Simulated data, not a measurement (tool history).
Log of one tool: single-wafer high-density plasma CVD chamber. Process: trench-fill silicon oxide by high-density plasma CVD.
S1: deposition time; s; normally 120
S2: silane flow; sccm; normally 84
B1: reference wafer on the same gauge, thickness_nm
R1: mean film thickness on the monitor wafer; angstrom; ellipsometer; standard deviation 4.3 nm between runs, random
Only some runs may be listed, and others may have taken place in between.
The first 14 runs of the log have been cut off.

run,day,S1,S2,B1,R1
15,39.008,120,84,1190.287,10305.07
16,42.408,120,84,1191.406,10281.17
17,44.654,133,97,1187.208,13054.48
18,46.896,120,92,1190.639,11176.72
19,50.583,120,84,1191.404,10230.01
20,54.588,139,90,1190.891,12545.81
21,58.762,105,97,1189.604,10321.28
22,61.462,120,78,1189.152,9355.34
23,65.754,120,70,1189.876,8413.78
24,68.879,120,84,1190.880,10055.32
25,70.879,127,75,1190.004,9473.36
# day 73.042: silane flow controller replaced
26,74.379,143,84,1190.918,12257.22
27,78.075,120,84,1189.437,10329.44
28,79.762,137,76,1189.706,10664.87
29,81.833,120,96,1190.403,11788.99
30,85.608,120,100,1191.494,12206.37
31,89.575,120,84,1192.366,10295.16
32,93.858,120,84,1189.700,10320.76
33,96.388,97,84,1192.069,8347.05

Forecast each of these 3 alternatives for the next run:
A,96.404,120,84,?,?
B,96.404,106,100,?,?
C,96.404,137,74,?,?

run,B1,R1
A,1191.627,10312.45
B,1191.627,10844.44
C,1191.627,10371.78
Had the tool no hidden state, the same runs would have come out as:
run,R1
A,10329.05
B,10861.90
C,10388.49

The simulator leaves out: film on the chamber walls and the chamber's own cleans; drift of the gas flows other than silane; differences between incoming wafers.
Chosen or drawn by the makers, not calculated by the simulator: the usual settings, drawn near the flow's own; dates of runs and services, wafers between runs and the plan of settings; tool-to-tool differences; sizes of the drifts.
